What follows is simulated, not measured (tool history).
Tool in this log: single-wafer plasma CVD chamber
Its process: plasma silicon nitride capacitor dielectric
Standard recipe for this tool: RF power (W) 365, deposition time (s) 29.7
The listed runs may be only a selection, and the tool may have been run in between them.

run,hour,RF power (W),deposition time (s),"read-back reference wafer on the same gauge, thickness_nm",mean film thickness on the monitor wafer (Å)
1,0,365,29.7,46.39,386.48
2,67.5,365,29.7,46.396,386.71
3,103.4,365,29.7,46.393,386.24
4,198.2,365,29.7,46.397,385.9
5,245.2,365,29.7,46.38,385.11
# hour 295.3: RF generator calibrated
6,312.7,365,29.7,46.379,392.67
# hour 356.2: showerhead replaced
7,362.8,365,29.7,46.392,392.44
8,410,405,31.8,46.396,432.12
9,449.9,310,23.9,46.411,302.44

Run 10 comes next. What will it give?
# hour 452.7: gauge calibrated
10,487.2,365,29.7,?,?

{"run 10": {"read-back reference wafer on the same gauge, thickness_nm": 46.397, "mean film thickness on the monitor wafer (Å)": 392.63}}
On a tool with no hidden condition, and with the same random variation, this run would have come out at mean film thickness on the monitor wafer (Å) 394.07.
